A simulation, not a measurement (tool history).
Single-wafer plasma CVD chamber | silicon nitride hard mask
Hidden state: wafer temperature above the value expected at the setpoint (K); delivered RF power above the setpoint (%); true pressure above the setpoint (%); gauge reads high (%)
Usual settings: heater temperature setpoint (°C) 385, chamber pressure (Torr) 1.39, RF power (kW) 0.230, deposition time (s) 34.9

run     day  heater temperature setpoint (°C)  chamber pressure (Torr)  RF power (kW)  deposition time (s)  wafers since the last listed run  hours since the last thermocouple change  hours since the last RF generator calibration  hours since the last manometer calibration  hours since the showerhead was replaced  hours since the gauge calibration  read-back reference wafer on the same gauge, thickness_nm  mean film thickness on the monitor wafer (Å)
  1   0.000                               385                     1.39          0.210                 34.9                                 0                                     798.1                                          831.7                                      1883.5                                   4951.3                              118.1                                                     26.852                                        273.36
  2   0.729                               385                     1.39          0.210                 34.9                               447                                     815.6                                          849.2                                      1901.0                                   4968.8                              135.6                                                     26.829                                        274.60
  3   1.133                               385                     1.39          0.210                 34.9                               248                                     825.3                                          858.9                                      1910.7                                   4978.5                              145.3                                                     26.798                                        272.29
  4   1.600                               381                     1.39          0.230                 34.9                               286                                     836.5                                          870.1                                      1921.9                                   4989.7                              156.5                                                     26.786                                        296.98
  5   2.183                               381                     1.39          0.230                 34.9                               357                                     850.5                                          884.1                                      1935.9                                   5003.7                              170.5                                                     26.795                                        297.10
  6   2.925                               381                     1.39          0.230                 34.9                               455                                     868.3                                          901.9                                      1953.7                                   5021.5                              188.3                                                     26.768                                        296.30
      3.746  -- showerhead replaced
  7   3.767                               385                     1.39          0.230                 34.9                               311                                     888.5                                          922.1                                      1973.9                                      0.5                              208.5                                                     26.855                                        295.58
  8   4.104                               385                     1.39          0.230                 34.9                               207                                     896.6                                          930.2                                      1982.0                                      8.6                              216.6                                                     26.781                                        294.78
  9   4.579                               382                     1.39          0.230                 34.9                               291                                     908.0                                          941.6                                      1993.4                                     20.0                              228.0                                                     26.797                                        296.58
      5.050  -- capacitance manometer re-zeroed and calibrated
 10   5.071                               382                     1.39          0.230                 34.9                                97                                     919.8                                          953.4                                         0.5                                     31.8                              239.8                                                     26.847                                        293.70
 11   5.392                               396                     1.39          0.255                 38.5                               196                                     927.5                                          961.1                                         8.2                                     39.5                              247.5                                                     26.802                                        354.40
 12   6.079                               385                     1.39          0.230                 34.9                               421                                     944.0                                          977.6                                        24.7                                     56.0                              264.0                                                     26.788                                        294.13
 13   6.546                               385                     1.48          0.270                 34.9                               286                                     955.2                                          988.8                                        35.9                                     67.2                              275.2                                                     26.807                                        343.00
 14   7.288                               391                     1.52          0.205                 34.9                               455                                     973.0                                         1006.6                                        53.7                                     85.0                              293.0                                                     26.789                                        272.15
      7.558  -- gauge calibrated
 15   7.900                               398                     1.39          0.215                 34.9                               375                                     987.7                                         1021.3                                        68.4                                     99.7                                8.2                                                     26.790                                        276.17
      8.742  -- thermocouple changed; heater temperature recalibrated
      8.854  -- RF generator calibrated
 16   8.875                               385                     1.39          0.230                 34.9                               325                                       3.2                                            0.5                                        91.8                                    123.1                               31.6                                                     26.813                                        309.53
 17   9.167                               398                     1.29          0.200                 37.1                               178                                      10.2                                            7.5                                        98.8                                    130.1                               38.6                                                     26.809                                        281.03
 18   9.700                               391                     1.39          0.245                 39.0                               327                                      23.0                                           20.3                                       111.6                                    142.9                               51.4                                                     26.787                                        364.90
 19  10.062                               376                     1.05          0.185                 39.7                               222                                      31.7                                           29.0                                       120.3                                    151.6                               60.1                                                     26.807                                        263.02
 20  10.662                               385                     1.39          0.230                 34.9                               368                                      46.1                                           43.4                                       134.7                                    166.0                               74.5                                                     26.846                                        307.77
 21  11.196                               397                     1.66          0.230                 34.9                               327                                      58.9                                           56.2                                       147.5                                    178.8                               87.3                                                     26.820                                        323.42

The tool's hidden state at each run:
wafer temperature above the value expected at the setpoint (K): 0 in every run
true pressure above the setpoint (%): 0 in every run
gauge reads high (%): 0 in every run
H1: delivered RF power above the setpoint (%)
run     H1
  1  -5.63
  2  -5.74
  3   -5.8
  4  -5.87
  5  -5.96
  6  -6.07
  7   -6.2
  8  -6.25
  9  -6.32
 10  -6.39
 11  -6.44
 12  -6.54
 13  -6.61
 14  -6.72
 15  -6.82
 16  -1.39
 17  -1.43
 18  -1.51
 19  -1.57
 20  -1.66
 21  -1.74
